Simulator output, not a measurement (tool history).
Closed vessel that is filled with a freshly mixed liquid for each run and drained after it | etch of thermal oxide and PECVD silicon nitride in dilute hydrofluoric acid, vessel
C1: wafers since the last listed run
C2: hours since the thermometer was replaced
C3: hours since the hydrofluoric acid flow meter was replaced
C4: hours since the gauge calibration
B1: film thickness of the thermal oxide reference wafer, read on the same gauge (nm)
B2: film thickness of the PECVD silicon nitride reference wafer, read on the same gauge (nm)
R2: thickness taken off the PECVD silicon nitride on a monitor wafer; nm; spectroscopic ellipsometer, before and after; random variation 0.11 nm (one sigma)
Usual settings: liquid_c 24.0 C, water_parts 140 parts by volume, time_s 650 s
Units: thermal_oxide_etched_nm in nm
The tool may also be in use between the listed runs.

{"run": 1, "hour": 0.0, "liquid_c": 24.0, "water_parts": 140, "time_s": 650, "C1": 0, "C2": 634.8, "C3": 2244.4, "C4": 2.6, "B1": 129.99, "B2": 129.99, "thermal_oxide_etched_nm": 16.77, "R2": 9.71}
{"run": 2, "hour": 17.8, "liquid_c": 26.5, "water_parts": 140, "time_s": 650, "C1": 1580, "C2": 652.6, "C3": 2262.2, "C4": 20.4, "B1": 130.02, "B2": 129.99, "thermal_oxide_etched_nm": 18.47, "R2": 11.13}
{"run": 3, "hour": 38.3, "liquid_c": 24.0, "water_parts": 140, "time_s": 650, "C1": 1819, "C2": 673.1, "C3": 2282.7, "C4": 40.9, "B1": 130.01, "B2": 130.02, "thermal_oxide_etched_nm": 16.65, "R2": 9.39}
{"run": 4, "hour": 51.6, "liquid_c": 24.0, "water_parts": 120, "time_s": 650, "C1": 1180, "C2": 686.4, "C3": 2296.0, "C4": 54.2, "B1": 129.98, "B2": 130.0, "thermal_oxide_etched_nm": 20.14, "R2": 10.8}
{"run": 5, "hour": 80.8, "liquid_c": 24.0, "water_parts": 120, "time_s": 650, "C1": 2591, "C2": 715.6, "C3": 2325.2, "C4": 83.4, "B1": 129.99, "B2": 130.01, "thermal_oxide_etched_nm": 19.96, "R2": 11.18}
{"run": 6, "hour": 113.5, "liquid_c": 27.0, "water_parts": 165, "time_s": 650, "C1": 2902, "C2": 748.3, "C3": 2357.9, "C4": 116.1, "B1": 129.99, "B2": 130.0, "thermal_oxide_etched_nm": 15.26, "R2": 9.7}
{"run": 7, "hour": 143.9, "liquid_c": 27.0, "water_parts": 165, "time_s": 650, "C1": 2698, "C2": 778.7, "C3": 2388.3, "C4": 146.5, "B1": 130.0, "B2": 130.0, "thermal_oxide_etched_nm": 15.33, "R2": 9.46}
{"run": 8, "hour": 173.8, "liquid_c": 24.0, "water_parts": 160, "time_s": 650, "C1": 2654, "C2": 808.6, "C3": 2418.2, "C4": 176.4, "B1": 129.98, "B2": 130.02, "thermal_oxide_etched_nm": 14.29, "R2": 8.19}
{"run": 9, "hour": 193.9, "liquid_c": 21.0, "water_parts": 175, "time_s": 650, "C1": 1784, "C2": 828.7, "C3": 2438.3, "C4": 196.5, "B1": 130.02, "B2": 130.0, "thermal_oxide_etched_nm": 11.41, "R2": 6.29}
{"run": 10, "hour": 218.2, "liquid_c": 24.0, "water_parts": 140, "time_s": 650, "C1": 2156, "C2": 853.0, "C3": 2462.6, "C4": 220.8, "B1": 130.0, "B2": 129.98, "thermal_oxide_etched_nm": 16.73, "R2": 9.49}
{"hour": 235.2, "done": "hydrofluoric acid flow meter replaced"}
{"run": 11, "hour": 241.3, "liquid_c": 28.0, "water_parts": 140, "time_s": 345, "C1": 1961, "C2": 876.1, "C3": 6.1, "C4": 243.9, "B1": 130.03, "B2": 130.01, "thermal_oxide_etched_nm": 11.8, "R2": 7.31}
{"run": 12, "hour": 260.4, "liquid_c": 22.0, "water_parts": 115, "time_s": 650, "C1": 1695, "C2": 895.2, "C3": 25.2, "C4": 263.0, "B1": 130.0, "B2": 130.0, "thermal_oxide_etched_nm": 22.25, "R2": 11.17}
{"run": 13, "hour": 285.4, "liquid_c": 24.0, "water_parts": 140, "time_s": 650, "C1": 2219, "C2": 920.2, "C3": 50.2, "C4": 288.0, "B1": 130.0, "B2": 129.99, "thermal_oxide_etched_nm": 19.01, "R2": 10.62}
{"run": 14, "hour": 319.4, "liquid_c": 28.0, "water_parts": 170, "time_s": 650, "C1": 3018, "C2": 954.2, "C3": 84.2, "C4": 322.0, "B1": 130.0, "B2": 130.01, "thermal_oxide_etched_nm": 17.31, "R2": 11.12}
{"run": 15, "hour": 346.4, "liquid_c": 22.0, "water_parts": 180, "time_s": 755, "C1": 2396, "C2": 981.2, "C3": 111.2, "C4": 349.0, "B1": 130.02, "B2": 130.0, "thermal_oxide_etched_nm": 15.17, "R2": 8.2}
{"run": 16, "hour": 365.7, "liquid_c": 24.0, "water_parts": 70, "time_s": 860, "C1": 1713, "C2": 1000.5, "C3": 130.5, "C4": 368.3, "B1": 129.99, "B2": 129.98, "thermal_oxide_etched_nm": 54.19, "R2": 27.65}
{"run": 17, "hour": 383.2, "liquid_c": 24.0, "water_parts": 110, "time_s": 320, "C1": 1553, "C2": 1018.0, "C3": 148.0, "C4": 385.8, "B1": 129.99, "B2": 130.01, "thermal_oxide_etched_nm": 12.17, "R2": 6.57}
{"run": 18, "hour": 410.3, "liquid_c": 21.0, "water_parts": 140, "time_s": 1020, "C1": 2405, "C2": 1045.1, "C3": 175.1, "C4": 412.9, "B1": 130.0, "B2": 129.99, "thermal_oxide_etched_nm": 26.48, "R2": 13.53}
{"hour": 412.5, "done": "thermometer replaced"}
{"run": 19, "hour": 431.5, "liquid_c": 24.0, "water_parts": 140, "time_s": 650, "C1": 1793, "C2": 19.0, "C3": 196.3, "C4": 434.1, "B1": 130.01, "B2": 130.0, "thermal_oxide_etched_nm": 19.06, "R2": 10.37}
{"run": 20, "hour": 450.5, "liquid_c": 21.0, "water_parts": 70, "time_s": 370, "C1": 1686, "C2": 38.0, "C3": 215.3, "C4": 453.1, "B1": 129.98, "B2": 130.02, "thermal_oxide_etched_nm": 20.79, "R2": 9.64}
{"hour": 454.6, "done": "gauge calibrated"}
{"run": 21, "hour": 466.2, "liquid_c": 24.0, "water_parts": 140, "time_s": 990, "C1": 1393, "C2": 53.7, "C3": 231.0, "C4": 11.6, "B1": 129.99, "B2": 130.03, "thermal_oxide_etched_nm": 28.75, "R2": 15.86}
{"run": 22, "hour": 509.3, "liquid_c": 24.0, "water_parts": 175, "time_s": 1020, "C1": 3825, "C2": 96.8, "C3": 274.1, "C4": 54.7, "B1": 129.97, "B2": 129.98, "thermal_oxide_etched_nm": 22.42, "R2": 12.99}
{"run": 23, "hour": 534.9, "liquid_c": 21.0, "water_parts": 160, "time_s": 380, "C1": 2272, "C2": 122.4, "C3": 299.7, "C4": 80.3, "B1": 129.99, "B2": 129.99, "thermal_oxide_etched_nm": 8.27, "R2": 4.42}
{"run": 24, "hour": 562.9, "liquid_c": 24.0, "water_parts": 140, "time_s": 650, "C1": 2485, "C2": 150.4, "C3": 327.7, "C4": 108.3, "B1": 130.0, "B2": 130.01, "thermal_oxide_etched_nm": 18.79, "R2": 10.37}
{"run": 25, "hour": 590.4, "liquid_c": 27.0, "water_parts": 105, "time_s": 795, "C1": 2441, "C2": 177.9, "C3": 355.2, "C4": 135.8, "B1": 130.0, "B2": 130.02, "thermal_oxide_etched_nm": 35.94, "R2": 20.46}
{"run": 26, "hour": 623.5, "liquid_c": 21.0, "water_parts": 175, "time_s": 370, "C1": 2938, "C2": 211.0, "C3": 388.3, "C4": 168.9, "B1": 130.01, "B2": 129.98, "thermal_oxide_etched_nm": 7.17, "R2": 3.92}

The same runs without the tool's hidden state, with the same run-to-run variation:
The hidden state here: liquid colder than its thermometer reads (K); hydrofluoric acid flow below the setpoint (%); gauge reads high (%).
run=1 thermal_oxide_etched_nm=19.61 R2=11.08
run=2 thermal_oxide_etched_nm=21.65 R2=12.73
run=3 thermal_oxide_etched_nm=19.51 R2=10.74
run=4 thermal_oxide_etched_nm=23.57 R2=12.36
run=5 thermal_oxide_etched_nm=23.41 R2=12.82
run=6 thermal_oxide_etched_nm=18.09 R2=11.17
run=7 thermal_oxide_etched_nm=18.21 R2=10.92
run=8 thermal_oxide_etched_nm=16.96 R2=9.45
run=9 thermal_oxide_etched_nm=13.57 R2=7.25
run=10 thermal_oxide_etched_nm=19.87 R2=10.97
run=11 thermal_oxide_etched_nm=12.25 R2=7.55
run=12 thermal_oxide_etched_nm=23.08 R2=11.53
run=13 thermal_oxide_etched_nm=19.77 R2=10.98
run=14 thermal_oxide_etched_nm=18.07 R2=11.53
run=15 thermal_oxide_etched_nm=15.86 R2=8.51
run=16 thermal_oxide_etched_nm=56.50 R2=28.71
run=17 thermal_oxide_etched_nm=12.73 R2=6.83
run=18 thermal_oxide_etched_nm=27.75 R2=14.08
run=19 thermal_oxide_etched_nm=20.02 R2=10.81
run=20 thermal_oxide_etched_nm=21.79 R2=10.05
run=21 thermal_oxide_etched_nm=30.26 R2=16.57
run=22 thermal_oxide_etched_nm=23.70 R2=13.61
run=23 thermal_oxide_etched_nm=8.74 R2=4.63
run=24 thermal_oxide_etched_nm=19.90 R2=10.89
run=25 thermal_oxide_etched_nm=38.09 R2=21.52
run=26 thermal_oxide_etched_nm=7.63 R2=4.13

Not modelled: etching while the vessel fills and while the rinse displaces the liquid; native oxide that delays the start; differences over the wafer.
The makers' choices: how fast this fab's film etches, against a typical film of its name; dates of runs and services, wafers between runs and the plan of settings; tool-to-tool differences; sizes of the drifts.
